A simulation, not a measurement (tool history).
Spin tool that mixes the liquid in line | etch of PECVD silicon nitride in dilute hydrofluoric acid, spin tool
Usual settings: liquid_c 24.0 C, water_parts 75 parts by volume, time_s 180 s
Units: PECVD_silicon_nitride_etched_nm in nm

| run | hour | liquid_c | water_parts | time_s | wafers since the last listed run | hours since the thermometer was replaced | hours since the hydrofluoric acid flow meter was replaced | hours since the gauge calibration | read-back film thickness of the PECVD silicon nitride reference wafer, read on the same gauge (nm) | PECVD_silicon_nitride_etched_nm |
|---|---|---|---|---|---|---|---|---|---|---|
| 1 | 0.0 | 24.0 | 75 | 180 | 0 | 1097.6 | 1059.2 | 1015.6 | 110.00 | 8.94 |
| 2 | 56.2 | 24.0 | 75 | 180 | 250 | 1153.8 | 1115.4 | 1071.8 | 109.98 | 9.00 |
| 3 | 88.0 | 24.0 | 75 | 180 | 141 | 1185.6 | 1147.2 | 1103.6 | 110.01 | 8.95 |
| 4 | 115.3 | 24.0 | 75 | 180 | 121 | 1212.9 | 1174.5 | 1130.9 | 109.99 | 8.97 |
| 5 | 162.9 | 21.0 | 55 | 180 | 211 | 1260.5 | 1222.1 | 1178.5 | 109.99 | 9.95 |
| 6 | 218.7 | 21.0 | 55 | 180 | 248 | 1316.3 | 1277.9 | 1234.3 | 110.00 | 9.93 |
| 7 | 267.2 | 24.0 | 75 | 205 | 215 | 1364.8 | 1326.4 | 1282.8 | 109.99 | 10.18 |
| 8 | 312.8 | 24.0 | 75 | 180 | 202 | 1410.4 | 1372.0 | 1328.4 | 110.00 | 9.02 |
| 9 | 370.1 | 24.0 | 65 | 115 | 254 | 1467.7 | 1429.3 | 1385.7 | 109.99 | 6.63 |
| 10 | 407.5 | 24.0 | 65 | 115 | 166 | 1505.1 | 1466.7 | 1423.1 | 110.02 | 6.60 |
| 11 | 441.9 | 24.0 | 75 | 180 | 153 | 1539.5 | 1501.1 | 1457.5 | 109.99 | 8.96 |
| 12 | 503.1 | 24.0 | 75 | 90 | 272 | 1600.7 | 1562.3 | 1518.7 | 110.00 | 4.46 |
| 13 | 547.4 | 26.0 | 95 | 180 | 197 | 1645.0 | 1606.6 | 1563.0 | 110.00 | 8.21 |
| 14 | 757.1 | 24.0 | 60 | 230 | 933 | 1854.7 | 1816.3 | 1772.7 | 110.03 | 14.33 |
| 15 | 784.3 | 24.0 | 75 | 180 | 121 | 1881.9 | 1843.5 | 1799.9 | 109.98 | 9.01 |
| 16 | 808.4 | 25.5 | 95 | 180 | 107 | 1906.0 | 1867.6 | 1824.0 | 110.02 | 7.97 |
| 17 | 866.7 | 26.5 | 50 | 215 | 259 | 1964.3 | 1925.9 | 1882.3 | 110.00 | 19.31 |
|  | 895.8 | thermometer replaced |
|  | 917.5 | hydrofluoric acid flow meter replaced |
| 18 | 929.3 | 19.5 | 40 | 105 | 269 | 33.5 | 11.8 | 1944.9 | 110.02 | 7.25 |
| 19 | 971.7 | 24.0 | 75 | 180 | 188 | 75.9 | 54.2 | 1987.3 | 109.99 | 9.32 |
| 20 | 1032.2 | 24.0 | 75 | 180 | 269 | 136.4 | 114.7 | 2047.8 | 109.99 | 9.23 |
| 21 | 1067.2 | 26.5 | 50 | 215 | 155 | 171.4 | 149.7 | 2082.8 | 110.00 | 19.45 |
|  | 1106.9 | gauge calibrated |
| 22 | 1159.8 | 22.0 | 75 | 125 | 412 | 264.0 | 242.3 | 52.9 | 109.99 | 5.68 |
| 23 | 1204.9 | 19.5 | 55 | 240 | 200 | 309.1 | 287.4 | 98.0 | 110.00 | 12.24 |
| 24 | 1241.5 | 24.0 | 75 | 180 | 162 | 345.7 | 324.0 | 134.6 | 110.01 | 9.23 |
|  | 1304.7 | hydrofluoric acid flow meter replaced, repeated, since the last time left the tool worse |
| 25 | 1330.6 | 19.5 | 35 | 180 | 392 | 434.8 | 25.9 | 223.7 | 110.00 | 13.50 |
| 26 | 1378.7 | 24.0 | 75 | 180 | 214 | 482.9 | 74.0 | 271.8 | 110.01 | 8.76 |
| 27 | 1436.2 | 24.0 | 75 | 180 | 255 | 540.4 | 131.5 | 329.3 | 109.97 | 8.72 |
| 28 | 1502.2 | 19.5 | 110 | 75 | 293 | 606.4 | 197.5 | 395.3 | 110.00 | 1.85 |
| 29 | 1535.1 | 24.0 | 40 | 180 | 146 | 639.3 | 230.4 | 428.2 | 110.00 | 16.35 |
| 30 | 1560.4 | 21.5 | 75 | 250 | 112 | 664.6 | 255.7 | 453.5 | 110.01 | 10.27 |
| 31 | 1591.0 | 28.5 | 55 | 265 | 136 | 695.2 | 286.3 | 484.1 | 110.01 | 23.97 |

5 ways to go on from here, each from the tool as it stands after run 31. What would each give?
| A | 1591.5 | 24.0 | 90 | 180 | 2 | 695.7 | 286.8 | 484.6 | ? | ? |
| B | 1591.5 | 24.0 | 115 | 180 | 2 | 695.7 | 286.8 | 484.6 | ? | ? |
| C | 1591.5 | 27.5 | 100 | 145 | 2 | 695.7 | 286.8 | 484.6 | ? | ? |
| D | 1591.5 | 24.0 | 75 | 120 | 2 | 695.7 | 286.8 | 484.6 | ? | ? |
| E | 1591.5 | 19.5 | 40 | 100 | 2 | 695.7 | 286.8 | 484.6 | ? | ? |

| run | read-back film thickness of the PECVD silicon nitride reference wafer, read on the same gauge (nm) | PECVD_silicon_nitride_etched_nm |
|---|---|---|
| A | 110.00 | 7.39 |
| B | 110.00 | 5.80 |
| C | 110.00 | 6.73 |
| D | 110.00 | 5.89 |
| E | 110.00 | 6.67 |
Without the tool's hidden state the same runs would have given:
| run | PECVD_silicon_nitride_etched_nm |
|---|---|
| A | 7.34 |
| B | 5.76 |
| C | 6.69 |
| D | 5.85 |
| E | 6.62 |
